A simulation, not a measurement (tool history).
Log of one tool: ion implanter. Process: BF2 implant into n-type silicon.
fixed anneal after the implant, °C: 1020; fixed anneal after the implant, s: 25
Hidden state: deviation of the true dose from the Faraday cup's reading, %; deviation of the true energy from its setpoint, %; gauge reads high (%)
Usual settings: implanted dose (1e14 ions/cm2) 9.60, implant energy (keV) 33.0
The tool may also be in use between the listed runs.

| run | hour | implanted dose (1e14 ions/cm2) | implant energy (keV) | wafers since the last listed run | hours since the last dose calibration | hours since the extraction supply was calibrated | hours since the gauge calibration | read-back reference wafer on the same gauge, sheet resistance | sheet resistance of the implanted and annealed layer (ohm/square) |
|---|---|---|---|---|---|---|---|---|---|
| 1 | 0.0 | 8.72 | 33.0 | 0 | 774.5 | 4572.8 | 330.8 | 132.08 | 143.20 |
| 2 | 87.4 | 8.72 | 33.0 | 2410 | 861.9 | 4660.2 | 418.2 | 131.99 | 142.84 |
| 3 | 193.8 | 8.72 | 33.0 | 2933 | 968.3 | 4766.6 | 524.6 | 132.04 | 143.98 |
| 4 | 493.1 | 9.60 | 37.5 | 8253 | 1267.6 | 5065.9 | 823.9 | 131.96 | 130.98 |
|  | 674.8 | gauge calibrated |
| 5 | 763.3 | 9.60 | 37.5 | 7450 | 1537.8 | 5336.1 | 88.5 | 131.93 | 131.81 |
|  | 999.6 | extraction supply calibrated |
| 6 | 1047.3 | 9.60 | 37.5 | 7610 | 1821.8 | 47.7 | 372.5 | 132.04 | 132.64 |
| 7 | 1131.7 | 9.60 | 33.0 | 2327 | 1906.2 | 132.1 | 456.9 | 132.12 | 137.47 |
| 8 | 1196.5 | 9.60 | 33.0 | 1786 | 1971.0 | 196.9 | 521.7 | 131.90 | 137.61 |
| 9 | 1296.9 | 8.63 | 40.5 | 2768 | 2071.4 | 297.3 | 622.1 | 132.02 | 140.39 |
| 10 | 1382.1 | 9.60 | 25.0 | 2349 | 2156.6 | 382.5 | 707.3 | 132.00 | 148.24 |
|  | 1449.6 | Faraday cup replaced and dose calibrated |
| 11 | 1482.7 | 7.54 | 36.5 | 2553 | 33.1 | 483.1 | 807.9 | 132.02 | 157.24 |
| 12 | 1579.8 | 9.60 | 33.0 | 2677 | 130.2 | 580.2 | 905.0 | 132.06 | 135.77 |
| 13 | 1625.8 | 7.21 | 39.0 | 1268 | 176.2 | 626.2 | 951.0 | 131.98 | 160.44 |
| 14 | 1701.8 | 9.60 | 33.0 | 2095 | 252.2 | 702.2 | 1027.0 | 131.97 | 135.80 |
|  | 1753.9 | gauge calibrated |
| 15 | 1831.3 | 9.60 | 33.0 | 3570 | 381.7 | 831.7 | 77.4 | 131.95 | 135.95 |
| 16 | 1878.6 | 8.55 | 33.0 | 1304 | 429.0 | 879.0 | 124.7 | 131.91 | 145.81 |
| 17 | 1923.9 | 8.39 | 23.0 | 1249 | 474.3 | 924.3 | 170.0 | 132.03 | 161.07 |
| 18 | 1970.0 | 7.76 | 33.0 | 1271 | 520.4 | 970.4 | 216.1 | 132.02 | 156.36 |

4 ways to go on from here, each from the tool as it stands after run 18. What would each give?
| A | 1970.4 | 9.60 | 33.0 | 11 | 520.8 | 970.8 | 216.5 | ? | ? |
| B | 1970.4 | 11.76 | 33.0 | 11 | 520.8 | 970.8 | 216.5 | ? | ? |
| C | 1970.4 | 12.29 | 33.0 | 11 | 520.8 | 970.8 | 216.5 | ? | ? |
| D | 1970.4 | 10.54 | 33.0 | 11 | 520.8 | 970.8 | 216.5 | ? | ? |

| run | read-back reference wafer on the same gauge, sheet resistance | sheet resistance of the implanted and annealed layer (ohm/square) |
|---|---|---|
| A | 132.05 | 135.83 |
| B | 132.05 | 121.84 |
| C | 132.05 | 119.51 |
| D | 132.05 | 128.72 |
Without the tool's hidden state the same runs would have given:
| run | sheet resistance of the implanted and annealed layer (ohm/square) |
|---|---|
| A | 135.41 |
| B | 121.56 |
| C | 119.26 |
| D | 128.36 |
